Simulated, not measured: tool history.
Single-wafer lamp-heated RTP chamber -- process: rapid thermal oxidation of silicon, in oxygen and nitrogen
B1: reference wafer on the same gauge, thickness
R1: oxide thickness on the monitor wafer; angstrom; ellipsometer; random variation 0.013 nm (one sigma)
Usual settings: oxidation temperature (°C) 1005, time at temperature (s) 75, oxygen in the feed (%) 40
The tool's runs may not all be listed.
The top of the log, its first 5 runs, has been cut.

Run 6, day 9.462: usual settings but oxidation temperature (°C) 986; B1 4.171. Result: R1 39.4 angstrom.
Run 7, day 11.35: usual settings but oxidation temperature (°C) 1019; B1 4.171. Result: R1 49.44 angstrom.
Run 8, day 13.758: usual settings but oxidation temperature (°C) 1019; B1 4.17. Result: R1 49.61 angstrom.
Run 9, day 16.458: usual settings but oxidation temperature (°C) 1019; B1 4.17. Result: R1 49.89 angstrom.
Run 10, day 17.662: usual settings but oxidation temperature (°C) 1024; B1 4.172. Result: R1 51.67 angstrom.
Run 11, day 20.625: usual settings but oxidation temperature (°C) 1024; B1 4.174. Result: R1 51.84 angstrom.
Run 12, day 23.004: usual settings but oxidation temperature (°C) 1024; B1 4.172. Result: R1 51.67 angstrom.
Run 13, day 24.1: usual settings; B1 4.167. Result: R1 45.42 angstrom.
Run 14, day 25.467: usual settings but time at temperature (s) 46; B1 4.171. Result: R1 37.09 angstrom.
Run 15, day 27.1: usual settings but time at temperature (s) 46; B1 4.171. Result: R1 37.18 angstrom.
At day 28.05: gauge calibrated.
Run 16, day 29.129: usual settings but oxidation temperature (°C) 979, oxygen in the feed (%) 22; B1 4.169. Result: R1 32.03 angstrom.
At day 30.779: oxygen flow controller replaced.
Run 17, day 32.075: usual settings but oxidation temperature (°C) 984, oxygen in the feed (%) 23; B1 4.17. Result: R1 33.45 angstrom.
Run 18, day 34.638: usual settings; B1 4.169. Result: R1 45.69 angstrom.
Run 19, day 36.833: usual settings; B1 4.172. Result: R1 45.59 angstrom.
Run 20, day 38.004: usual settings but oxidation temperature (°C) 1031, time at temperature (s) 61, oxygen in the feed (%) 52; B1 4.168. Result: R1 54.93 angstrom.
Run 21, day 39.958: usual settings but time at temperature (s) 111; B1 4.165. Result: R1 54.42 angstrom.
Run 22, day 42.788: usual settings; B1 4.17. Result: R1 45.71 angstrom.

Run 23 has not been measured yet. What should we expect?
Run 23, day 44.129: usual settings; B1 ?. Result: R1 ?.

{"run 23": {"B1": 4.171, "R1": 45.82}}
On a tool with no hidden condition, and with the same random variation, this run would have come out at R1 44.46 angstrom.
